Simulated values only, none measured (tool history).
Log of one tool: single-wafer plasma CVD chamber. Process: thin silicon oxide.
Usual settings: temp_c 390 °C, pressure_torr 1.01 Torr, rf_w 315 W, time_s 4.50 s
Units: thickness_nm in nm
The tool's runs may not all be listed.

run   hour  temp_c  pressure_torr  rf_w  time_s  read-back reference wafer on the same gauge, thickness_nm  thickness_nm
  1    0.0     390           1.01   290    4.50                                                      8.206        10.047
  2    7.2     390           1.01   290    4.50                                                      8.192        10.071
  3   22.3     390           1.01   315    4.50                                                      8.200        10.297
  4   39.9     390           1.01   315    4.50                                                      8.193        10.274
  5   46.5     390           1.01   315    4.50                                                      8.203        10.276
  6   56.4     390           0.93   315    4.50                                                      8.197         9.731
  7   64.9     390           0.93   315    4.50                                                      8.202         9.747
  8   80.3     390           1.01   315    4.50                                                      8.200        10.297
      91.6  -- capacitance manometer re-zeroed and calibrated
  9   92.1     390           1.01   315    4.50                                                      8.202         9.814
 10   95.4     390           1.01   315    4.50                                                      8.195         9.825
 11  113.2     390           1.01   315    5.02                                                      8.202        10.991
 12  122.7     398           1.01   270    3.85                                                      8.201         8.064
     133.8  -- gauge calibrated
 13  140.4     379           1.26   295    4.87                                                      8.201        12.073
     153.4  -- showerhead replaced
 14  153.9     390           1.01   315    4.21                                                      8.196         9.205
 15  164.2     390           0.81   315    4.50                                                      8.196         8.208
     177.7  -- thermocouple changed; heater temperature recalibrated
 16  178.2     390           1.01   315    4.50                                                      8.199         9.882
 17  178.5     390           1.17   315    4.81                                                      8.199        11.620
 18  188.2     395           0.78   275    4.50                                                      8.196         7.674
     202.7  -- RF generator calibrated
 19  203.2     390           1.01   315    4.50                                                      8.200        10.098
 20  214.2     390           1.01   315    4.50                                                      8.198        10.072
 21  220.4     384           0.76   315    3.81                                                      8.201         6.745
 22  234.5     390           1.01   315    4.50                                                      8.205        10.057
 23  248.8     390           0.78   315    4.50                                                      8.205         8.136
 24  262.4     398           0.92   315    3.71                                                      8.198         7.725
 25  276.7     390           1.01   315    4.50                                                      8.202        10.110
 26  288.3     378           0.77   355    4.50                                                      8.198         8.323
 27  300.7     390           1.01   315    4.50                                                      8.199        10.082
 28  318.1     390           1.01   375    4.50                                                      8.195        10.533
 29  332.6     390           1.01   315    4.50                                                      8.191        10.086

4 ways to go on from here, each from the tool as it stands after run 29. What would each give?
  A  333.0     398           1.01   315    4.50                                                          ?             ?
  B  333.0     390           1.01   285    4.50                                                          ?             ?
  C  333.0     402           1.01   315    3.87                                                          ?             ?
  D  333.0     390           1.24   315    4.23                                                          ?             ?

run  read-back reference wafer on the same gauge, thickness_nm  thickness_nm
  A                                                      8.204        10.067
  B                                                      8.204         9.881
  C                                                      8.204         8.639
  D                                                      8.204        10.753
Without the tool's hidden state the same runs would have given:
run  thickness_nm
  A         9.988
  B         9.807
  C         8.572
  D        10.725
